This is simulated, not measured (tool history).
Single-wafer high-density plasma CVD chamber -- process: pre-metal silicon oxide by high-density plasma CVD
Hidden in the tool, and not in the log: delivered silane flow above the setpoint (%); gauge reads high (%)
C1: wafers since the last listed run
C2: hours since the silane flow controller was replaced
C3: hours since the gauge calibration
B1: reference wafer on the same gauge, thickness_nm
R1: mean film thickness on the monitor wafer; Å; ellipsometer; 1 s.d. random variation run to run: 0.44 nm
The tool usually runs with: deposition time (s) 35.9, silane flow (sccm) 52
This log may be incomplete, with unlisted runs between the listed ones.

{"run": 1, "hour": 0.0, "deposition time (s)": 35.9, "silane flow (sccm)": 52, "C1": 0, "C2": 2307.3, "C3": 263.9, "B1": 201.962, "R1": 1706.16}
{"run": 2, "hour": 30.9, "deposition time (s)": 35.9, "silane flow (sccm)": 52, "C1": 944, "C2": 2338.2, "C3": 294.8, "B1": 201.805, "R1": 1704.68}
{"run": 3, "hour": 63.2, "deposition time (s)": 35.9, "silane flow (sccm)": 52, "C1": 987, "C2": 2370.5, "C3": 327.1, "B1": 202.063, "R1": 1706.07}
{"run": 4, "hour": 82.1, "deposition time (s)": 35.9, "silane flow (sccm)": 52, "C1": 577, "C2": 2389.4, "C3": 346.0, "B1": 202.099, "R1": 1706.31}
{"run": 5, "hour": 113.2, "deposition time (s)": 35.9, "silane flow (sccm)": 52, "C1": 950, "C2": 2420.5, "C3": 377.1, "B1": 202.037, "R1": 1703.34}
{"run": 6, "hour": 142.6, "deposition time (s)": 35.9, "silane flow (sccm)": 52, "C1": 898, "C2": 2449.9, "C3": 406.5, "B1": 201.849, "R1": 1694.05}
{"run": 7, "hour": 155.1, "deposition time (s)": 35.9, "silane flow (sccm)": 52, "C1": 382, "C2": 2462.4, "C3": 419.0, "B1": 202.064, "R1": 1698.68}
{"run": 8, "hour": 253.0, "deposition time (s)": 41.6, "silane flow (sccm)": 52, "C1": 2991, "C2": 2560.3, "C3": 516.9, "B1": 202.032, "R1": 1971.62}
{"run": 9, "hour": 281.5, "deposition time (s)": 41.6, "silane flow (sccm)": 52, "C1": 870, "C2": 2588.8, "C3": 545.4, "B1": 202.118, "R1": 1962.61}
{"run": 10, "hour": 311.4, "deposition time (s)": 41.6, "silane flow (sccm)": 52, "C1": 913, "C2": 2618.7, "C3": 575.3, "B1": 201.839, "R1": 1971.34}
{"hour": 323.3, "done": "silane flow controller replaced"}
{"run": 11, "hour": 330.7, "deposition time (s)": 39.2, "silane flow (sccm)": 46, "C1": 345, "C2": 7.4, "C3": 594.6, "B1": 202.157, "R1": 1846.58}
{"hour": 342.5, "done": "gauge calibrated"}
{"run": 12, "hour": 365.3, "deposition time (s)": 40.3, "silane flow (sccm)": 43, "C1": 1057, "C2": 42.0, "C3": 22.8, "B1": 201.863, "R1": 1780.97}
{"run": 13, "hour": 399.9, "deposition time (s)": 38.1, "silane flow (sccm)": 52, "C1": 1057, "C2": 76.6, "C3": 57.4, "B1": 201.996, "R1": 2031.42}
{"run": 14, "hour": 412.9, "deposition time (s)": 35.9, "silane flow (sccm)": 60, "C1": 397, "C2": 89.6, "C3": 70.4, "B1": 201.828, "R1": 2218.15}
{"hour": 424.8, "done": "silane flow controller replaced, repeated, since the last time left the tool worse"}
{"run": 15, "hour": 440.0, "deposition time (s)": 39.5, "silane flow (sccm)": 45, "C1": 583, "C2": 15.2, "C3": 97.5, "B1": 202.045, "R1": 1680.28}
{"run": 16, "hour": 463.5, "deposition time (s)": 30.9, "silane flow (sccm)": 48, "C1": 718, "C2": 38.7, "C3": 121.0, "B1": 202.014, "R1": 1405.51}
{"run": 17, "hour": 486.3, "deposition time (s)": 35.9, "silane flow (sccm)": 52, "C1": 696, "C2": 61.5, "C3": 143.8, "B1": 202.006, "R1": 1766.21}
{"run": 18, "hour": 521.3, "deposition time (s)": 35.9, "silane flow (sccm)": 52, "C1": 1069, "C2": 96.5, "C3": 178.8, "B1": 201.639, "R1": 1763.22}
{"run": 19, "hour": 537.0, "deposition time (s)": 38.9, "silane flow (sccm)": 60, "C1": 479, "C2": 112.2, "C3": 194.5, "B1": 201.923, "R1": 2204.61}
{"run": 20, "hour": 550.6, "deposition time (s)": 29.3, "silane flow (sccm)": 52, "C1": 415, "C2": 125.8, "C3": 208.1, "B1": 202.361, "R1": 1445.23}
{"run": 21, "hour": 567.8, "deposition time (s)": 30.9, "silane flow (sccm)": 47, "C1": 525, "C2": 143.0, "C3": 225.3, "B1": 202.011, "R1": 1371.72}
{"run": 22, "hour": 599.6, "deposition time (s)": 31.3, "silane flow (sccm)": 48, "C1": 971, "C2": 174.8, "C3": 257.1, "B1": 201.962, "R1": 1425.79}
{"run": 23, "hour": 615.3, "deposition time (s)": 42.4, "silane flow (sccm)": 52, "C1": 479, "C2": 190.5, "C3": 272.8, "B1": 202.189, "R1": 2080.45}

3 ways to go on from here, each from the tool as it stands after run 23. What would each give?
{"run": "A", "hour": 615.7, "deposition time (s)": 30.4, "silane flow (sccm)": 52, "C1": 12, "C2": 190.9, "C3": 273.2, "B1": "?", "R1": "?"}
{"run": "B", "hour": 615.7, "deposition time (s)": 38.1, "silane flow (sccm)": 59, "C1": 12, "C2": 190.9, "C3": 273.2, "B1": "?", "R1": "?"}
{"run": "C", "hour": 615.7, "deposition time (s)": 33.4, "silane flow (sccm)": 55, "C1": 12, "C2": 190.9, "C3": 273.2, "B1": "?", "R1": "?"}

run=A B1=201.989 R1=1488.60
run=B B1=201.989 R1=2116.79
run=C B1=201.989 R1=1729.86
Stripped of hidden state, with their random variation kept, the same runs would have yielded:
run=A R1=1499.80
run=B R1=2132.71
run=C R1=1742.87
